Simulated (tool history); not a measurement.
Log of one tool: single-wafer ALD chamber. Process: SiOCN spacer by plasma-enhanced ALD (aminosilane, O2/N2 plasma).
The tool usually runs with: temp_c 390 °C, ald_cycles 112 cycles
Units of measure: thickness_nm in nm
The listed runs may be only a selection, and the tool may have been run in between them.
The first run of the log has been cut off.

run	day	temp_c	ald_cycles	read-back reference wafer on the same gauge, thickness_nm	thickness_nm
2	2.95	390	104	7.381	6.188
3	5.25	390	104	7.384	6.2
4	7.204	390	112	7.385	6.683
5	11.538	390	112	7.373	6.667
6	15.588	390	112	7.38	6.679
7	18.008	390	112	7.381	6.674
8	21.808	390	112	7.376	6.662
9	34.429	390	112	7.382	6.688
10	37.45	390	112	7.372	6.671
# day 40.642: thermocouple changed; heater temperature recalibrated
11	40.767	390	112	7.382	6.668
12	44.138	390	97	7.378	5.756
13	47.954	390	97	7.381	5.781
14	50.862	390	97	7.382	5.775
15	63.512	394	112	7.378	6.669
16	67.033	394	112	7.39	6.673
17	70.767	399	94	7.387	5.615
# day 71.45: gauge calibrated
18	73.133	403	124	7.378	7.251
19	76.438	390	112	7.382	6.678

Forecast run 20:
20	80.125	390	112	?	?

{"run 20": {"read-back reference wafer on the same gauge, thickness_nm": 7.381, "thickness_nm": 6.674}}
With the hidden condition absent and the run-to-run variation left alone, this run would have shown thickness_nm 6.674 nm.
